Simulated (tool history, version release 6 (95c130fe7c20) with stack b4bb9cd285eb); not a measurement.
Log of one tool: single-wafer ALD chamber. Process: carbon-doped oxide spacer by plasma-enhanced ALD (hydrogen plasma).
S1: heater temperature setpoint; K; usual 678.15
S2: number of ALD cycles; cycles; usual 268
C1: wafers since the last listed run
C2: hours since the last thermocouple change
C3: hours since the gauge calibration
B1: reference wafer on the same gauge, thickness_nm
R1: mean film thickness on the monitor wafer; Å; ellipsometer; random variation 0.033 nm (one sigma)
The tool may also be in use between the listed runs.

Run 1, hour 0.0: usual settings; C1 0; C2 1731.5; C3 194.1; B1 10.698. Result: R1 132.25 Å.
Run 2, hour 29.6: usual settings; C1 26; C2 1761.1; C3 223.7; B1 10.699. Result: R1 132.99 Å.
Run 3, hour 62.9: usual settings; C1 30; C2 1794.4; C3 257.0; B1 10.701. Result: R1 132.88 Å.
Run 4, hour 97.5: usual settings; C1 31; C2 1829.0; C3 291.6; B1 10.708. Result: R1 133.14 Å.
Run 5, hour 128.4: usual settings; C1 28; C2 1859.9; C3 322.5; B1 10.704. Result: R1 132.58 Å.
Run 6, hour 144.5: usual settings but S2 291 cycles; C1 14; C2 1876.0; C3 338.6; B1 10.697. Result: R1 144.02 Å.
Run 7, hour 157.4: usual settings; C1 11; C2 1888.9; C3 351.5; B1 10.704. Result: R1 132.43 Å.
Run 8, hour 187.3: usual settings but S2 297 cycles; C1 27; C2 1918.8; C3 381.4; B1 10.695. Result: R1 147.26 Å.
Run 9, hour 220.5: usual settings; C1 30; C2 1952.0; C3 414.6; B1 10.699. Result: R1 132.92 Å.
Run 10, hour 236.7: usual settings; C1 14; C2 1968.2; C3 430.8; B1 10.693. Result: R1 132.67 Å.
Run 11, hour 255.7: usual settings; C1 17; C2 1987.2; C3 449.8; B1 10.706. Result: R1 132.49 Å.
Run 12, hour 279.0: usual settings; C1 21; C2 2010.5; C3 473.1; B1 10.702. Result: R1 133.14 Å.
At hour 285.3: gauge calibrated.
Run 13, hour 305.7: usual settings but S2 227 cycles; C1 24; C2 2037.2; C3 20.4; B1 10.711. Result: R1 112.59 Å.
Run 14, hour 322.0: usual settings but S2 227 cycles; C1 14; C2 2053.5; C3 36.7; B1 10.700. Result: R1 112.84 Å.
Run 15, hour 337.1: usual settings but S2 227 cycles; C1 13; C2 2068.6; C3 51.8; B1 10.704. Result: R1 112.64 Å.
Run 16, hour 358.3: usual settings; C1 19; C2 2089.8; C3 73.0; B1 10.698. Result: R1 132.23 Å.
At hour 379.6: thermocouple changed; heater temperature recalibrated.
Run 17, hour 392.0: usual settings; C1 23; C2 12.4; C3 106.7; B1 10.692. Result: R1 132.30 Å.
Run 18, hour 427.4: usual settings but S1 666.15 K, S2 216 cycles; C1 32; C2 47.8; C3 142.1; B1 10.698. Result: R1 108.24 Å.
Run 19, hour 461.7: usual settings but S1 664.15 K, S2 220 cycles; C1 31; C2 82.1; C3 176.4; B1 10.693. Result: R1 110.19 Å.
Run 20, hour 479.5: usual settings but S2 228 cycles; C1 16; C2 99.9; C3 194.2; B1 10.688. Result: R1 112.21 Å.
Run 21, hour 500.1: usual settings but S1 664.15 K, S2 220 cycles; C1 18; C2 120.5; C3 214.8; B1 10.701. Result: R1 110.36 Å.
Run 22, hour 527.9: usual settings but S1 691.15 K; C1 25; C2 148.3; C3 242.6; B1 10.693. Result: R1 128.04 Å.
Run 23, hour 558.5: usual settings but S2 254 cycles; C1 27; C2 178.9; C3 273.2; B1 10.707. Result: R1 125.88 Å.
Run 24, hour 575.6: usual settings; C1 15; C2 196.0; C3 290.3; B1 10.707. Result: R1 132.81 Å.
Run 25, hour 609.9: usual settings; C1 31; C2 230.3; C3 324.6; B1 10.704. Result: R1 132.52 Å.
Run 26, hour 643.9: usual settings but S1 665.15 K, S2 304 cycles; C1 30; C2 264.3; C3 358.6; B1 10.699. Result: R1 152.50 Å.
Run 27, hour 662.6: usual settings; C1 17; C2 283.0; C3 377.3; B1 10.700. Result: R1 132.32 Å.
Run 28, hour 679.4: usual settings but S1 671.15 K, S2 236 cycles; C1 15; C2 299.8; C3 394.1; B1 10.703. Result: R1 119.32 Å.
Run 29, hour 693.4: usual settings but S1 672.15 K, S2 291 cycles; C1 12; C2 313.8; C3 408.1; B1 10.702. Result: R1 146.18 Å.
Run 30, hour 723.9: usual settings but S1 683.15 K; C1 27; C2 344.3; C3 438.6; B1 10.695. Result: R1 130.85 Å.
Run 31, hour 751.3: usual settings but S1 663.15 K, S2 239 cycles; C1 24; C2 371.7; C3 466.0; B1 10.695. Result: R1 119.81 Å.
Run 32, hour 770.7: usual settings but S1 668.15 K, S2 288 cycles; C1 17; C2 391.1; C3 485.4; B1 10.701. Result: R1 143.99 Å.
Run 33, hour 783.5: usual settings but S1 674.15 K, S2 236 cycles; C1 11; C2 403.9; C3 498.2; B1 10.699. Result: R1 117.81 Å.
Run 34, hour 806.6: usual settings but S1 690.15 K, S2 241 cycles; C1 21; C2 427.0; C3 521.3; B1 10.693. Result: R1 115.63 Å.
Run 35, hour 822.6: usual settings but S1 665.15 K, S2 304 cycles; C1 14; C2 443.0; C3 537.3; B1 10.699. Result: R1 152.73 Å.

How the hidden state differs across the entries between the runs, from the last listed run before each to the first after it:
Between runs 12 and 13: gauge calibrated (hour 285.3)
  no hidden state differs between the two runs
Between runs 16 and 17: thermocouple changed; heater temperature recalibrated (hour 379.6)
  no hidden state differs between the two runs
